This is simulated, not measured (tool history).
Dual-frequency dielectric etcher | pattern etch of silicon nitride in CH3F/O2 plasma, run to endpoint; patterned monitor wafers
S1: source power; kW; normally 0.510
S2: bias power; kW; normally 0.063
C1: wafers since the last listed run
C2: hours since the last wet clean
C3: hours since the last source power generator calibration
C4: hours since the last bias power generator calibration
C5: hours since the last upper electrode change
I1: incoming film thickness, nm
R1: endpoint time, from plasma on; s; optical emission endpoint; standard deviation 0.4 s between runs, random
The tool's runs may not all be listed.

run	hour	S1	S2	C1	C2	C3	C4	C5	I1	R1
1	0.0	0.510	0.063	0	460.4	2302.3	3755.8	5254.6	92.9	103.4
2	8.2	0.510	0.063	68	468.6	2310.5	3764.0	5262.8	92.1	102.1
3	24.8	0.510	0.063	138	485.2	2327.1	3780.6	5279.4	92.6	103.0
4	38.1	0.510	0.063	111	498.5	2340.4	3793.9	5292.7	91.7	102.1
5	49.5	0.510	0.063	95	509.9	2351.8	3805.3	5304.1	92.9	103.5
6	64.4	0.510	0.063	124	524.8	2366.7	3820.2	5319.0	92.2	102.2
# hour 70.0: source power generator calibrated
# hour 90.7: wet clean of the chamber
# hour 93.4: upper electrode replaced
7	93.9	0.510	0.063	17	3.2	23.9	3849.7	0.5	92.2	106.2
8	94.3	0.510	0.068	3	3.6	24.3	3850.1	0.9	93.6	105.7
9	98.0	0.510	0.068	30	7.3	28.0	3853.8	4.6	92.7	104.8
10	104.1	0.510	0.057	51	13.4	34.1	3859.9	10.7	92.3	109.3
11	114.5	0.510	0.063	86	23.8	44.5	3870.3	21.1	92.8	106.7
12	126.8	0.600	0.075	102	36.1	56.8	3882.6	33.4	92.7	98.0
13	143.4	0.600	0.071	138	52.7	73.4	3899.2	50.0	92.3	98.7
14	156.6	0.440	0.048	110	65.9	86.6	3912.4	63.2	92.0	116.9
15	166.5	0.600	0.075	82	75.8	96.5	3922.3	73.1	93.5	97.9
# hour 173.5: bias power generator calibrated
16	175.9	0.410	0.063	45	85.2	105.9	2.4	82.5	93.2	111.5
17	182.4	0.450	0.072	54	91.7	112.4	8.9	89.0	92.3	104.4
18	214.8	0.560	0.055	271	124.1	144.8	41.3	121.4	91.8	107.0
19	229.0	0.630	0.073	118	138.3	159.0	55.5	135.6	93.1	97.1

State the hidden condition of the tool at each of the runs:
source power that arrives over what is set, %: 0, the same for each run
bias power that arrives over what is set, %: 0, the same for each run
H1: etch rate over this chamber's usual, %
run	H1
1	3.22
2	3.28
3	3.42
4	3.53
5	3.63
6	3.75
7	-0.185
8	-0.182
9	-0.151
10	-0.101
11	-0.0144
12	0.0877
13	0.225
14	0.335
15	0.417
16	0.495
17	0.549
18	0.818
19	0.936

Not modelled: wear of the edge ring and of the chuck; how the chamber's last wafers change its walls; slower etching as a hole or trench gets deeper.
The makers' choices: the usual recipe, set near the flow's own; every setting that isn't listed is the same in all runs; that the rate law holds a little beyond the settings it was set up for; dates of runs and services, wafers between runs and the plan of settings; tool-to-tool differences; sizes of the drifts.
